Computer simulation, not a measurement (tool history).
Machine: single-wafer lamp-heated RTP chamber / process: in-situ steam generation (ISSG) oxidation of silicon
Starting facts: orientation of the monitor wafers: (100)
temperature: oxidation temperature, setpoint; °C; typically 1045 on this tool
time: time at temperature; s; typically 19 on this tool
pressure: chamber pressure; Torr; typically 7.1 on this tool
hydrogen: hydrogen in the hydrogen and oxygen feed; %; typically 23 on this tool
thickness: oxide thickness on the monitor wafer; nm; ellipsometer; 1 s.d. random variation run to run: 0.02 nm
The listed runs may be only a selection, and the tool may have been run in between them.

| run | hour | temperature | time | pressure | hydrogen | wafers since the last listed run | wafers since the last pyrometer calibration | hours since the pressure gauge was zeroed | hours since the hydrogen flow controller was replaced | hours since the gauge calibration | read-back reference wafer on the same gauge, thickness | thickness |
|---|---|---|---|---|---|---|---|---|---|---|---|---|
| 1 | 0.0 | 1045 | 24 | 7.1 | 23 | 0 | 3656 | 1653.7 | 3837.5 | 154.8 | 7.013 | 7.647 |
| 2 | 10.8 | 1045 | 24 | 7.1 | 23 | 73 | 3729 | 1664.5 | 3848.3 | 165.6 | 7.004 | 7.678 |
| 3 | 26.4 | 1045 | 19 | 7.1 | 23 | 105 | 3835 | 1680.1 | 3863.9 | 181.2 | 7.011 | 6.744 |
| 4 | 44.0 | 1045 | 17 | 7.1 | 23 | 119 | 3954 | 1697.7 | 3881.5 | 198.8 | 7.007 | 6.380 |
| 5 | 51.1 | 1045 | 17 | 7.1 | 23 | 48 | 4002 | 1704.8 | 3888.6 | 205.9 | 7.013 | 6.399 |
| 6 | 60.0 | 1045 | 17 | 7.1 | 23 | 60 | 4062 | 1713.7 | 3897.5 | 214.8 | 7.012 | 6.403 |
| 7 | 70.4 | 1045 | 19 | 7.1 | 23 | 70 | 4133 | 1724.1 | 3907.9 | 225.2 | 7.009 | 6.784 |
| 8 | 84.1 | 1045 | 19 | 7.1 | 23 | 92 | 4225 | 1737.8 | 3921.6 | 238.9 | 7.021 | 6.742 |
| 9 | 91.7 | 1045 | 19 | 7.1 | 23 | 51 | 4277 | 1745.4 | 3929.2 | 246.5 | 7.016 | 6.796 |
| 10 | 105.5 | 1045 | 19 | 7.1 | 23 | 93 | 4370 | 1759.2 | 3943.0 | 260.3 | 7.015 | 6.762 |
|  | 115.2 | hydrogen flow controller replaced |
| 11 | 123.4 | 1045 | 19 | 7.1 | 23 | 66 | 4437 | 1777.1 | 8.2 | 278.2 | 7.003 | 6.793 |
|  | 129.1 | gauge calibrated |
| 12 | 138.2 | 1055 | 19 | 7.1 | 23 | 100 | 4537 | 1791.9 | 23.0 | 9.1 | 7.005 | 7.136 |
| 13 | 191.0 | 1045 | 19 | 7.1 | 23 | 357 | 4894 | 1844.7 | 75.8 | 61.9 | 7.007 | 6.749 |
| 14 | 207.2 | 1045 | 19 | 7.1 | 23 | 109 | 5004 | 1860.9 | 92.0 | 78.1 | 7.016 | 6.798 |
| 15 | 223.6 | 1045 | 19 | 7.1 | 23 | 110 | 5115 | 1877.3 | 108.4 | 94.5 | 7.015 | 6.807 |
| 16 | 236.7 | 1025 | 19 | 7.6 | 23 | 88 | 5203 | 1890.4 | 121.5 | 107.6 | 7.005 | 6.125 |
| 17 | 250.0 | 1040 | 19 | 7.1 | 23 | 89 | 5293 | 1903.7 | 134.8 | 120.9 | 7.005 | 6.624 |
| 18 | 273.4 | 1045 | 26 | 7.1 | 23 | 158 | 5452 | 1927.1 | 158.2 | 144.3 | 7.008 | 7.987 |
| 19 | 287.6 | 1028 | 19 | 7.6 | 17 | 96 | 5548 | 1941.3 | 172.4 | 158.5 | 7.015 | 5.762 |
| 20 | 294.1 | 1045 | 19 | 7.1 | 23 | 43 | 5592 | 1947.8 | 178.9 | 165.0 | 7.011 | 6.803 |
| 21 | 303.0 | 1045 | 25 | 7.1 | 28 | 60 | 5652 | 1956.7 | 187.8 | 173.9 | 7.015 | 8.259 |
|  | 320.0 | pyrometer window cleaned and pyrometer calibrated |
| 22 | 320.5 | 1051 | 19 | 6.9 | 23 | 64 | 3 | 1974.2 | 205.3 | 191.4 | 7.009 | 6.722 |
|  | 333.3 | pressure gauge zeroed |
| 23 | 333.8 | 1045 | 19 | 7.1 | 31 | 35 | 39 | 0.5 | 218.6 | 204.7 | 7.017 | 7.111 |
| 24 | 343.9 | 1059 | 13 | 7.1 | 28 | 68 | 107 | 10.6 | 228.7 | 214.8 | 7.006 | 6.155 |
| 25 | 359.1 | 1045 | 19 | 8.1 | 23 | 102 | 210 | 25.8 | 243.9 | 230.0 | 7.010 | 6.572 |
| 26 | 368.2 | 1045 | 19 | 7.1 | 23 | 61 | 272 | 34.9 | 253.0 | 239.1 | 7.001 | 6.583 |
| 27 | 381.1 | 1045 | 19 | 7.1 | 23 | 87 | 359 | 47.8 | 265.9 | 252.0 | 7.015 | 6.623 |
| 28 | 393.2 | 1045 | 22 | 7.9 | 23 | 81 | 441 | 59.9 | 278.0 | 264.1 | 7.002 | 7.143 |
| 29 | 402.1 | 1045 | 19 | 7.1 | 23 | 60 | 501 | 68.8 | 286.9 | 273.0 | 7.011 | 6.630 |
| 30 | 417.7 | 1045 | 19 | 6.9 | 30 | 105 | 607 | 84.4 | 302.5 | 288.6 | 7.010 | 7.118 |
| 31 | 430.2 | 1045 | 19 | 7.1 | 23 | 84 | 691 | 96.9 | 315.0 | 301.1 | 7.015 | 6.638 |
| 32 | 438.9 | 1056 | 19 | 8.1 | 23 | 58 | 750 | 105.6 | 323.7 | 309.8 | 7.010 | 7.078 |

Consider 3 possible next runs. They are alternatives, not a sequence: every one starts from the tool as it was left by run 32. What does each give?
| A | 439.3 | 1045 | 19 | 7.1 | 23 | 2 | 753 | 106.0 | 324.1 | 310.2 | ? | ? |
| B | 439.3 | 1045 | 19 | 7.1 | 17 | 2 | 753 | 106.0 | 324.1 | 310.2 | ? | ? |
| C | 439.3 | 1053 | 13 | 7.1 | 17 | 2 | 753 | 106.0 | 324.1 | 310.2 | ? | ? |

| run | read-back reference wafer on the same gauge, thickness | thickness |
|---|---|---|
| A | 7.012 | 6.649 |
| B | 7.012 | 6.175 |
| C | 7.012 | 5.290 |
The same runs, with their run-to-run variation unchanged, on a tool lacking any hidden condition would have given:
| run | thickness |
|---|---|
| A | 6.544 |
| B | 6.078 |
| C | 5.210 |
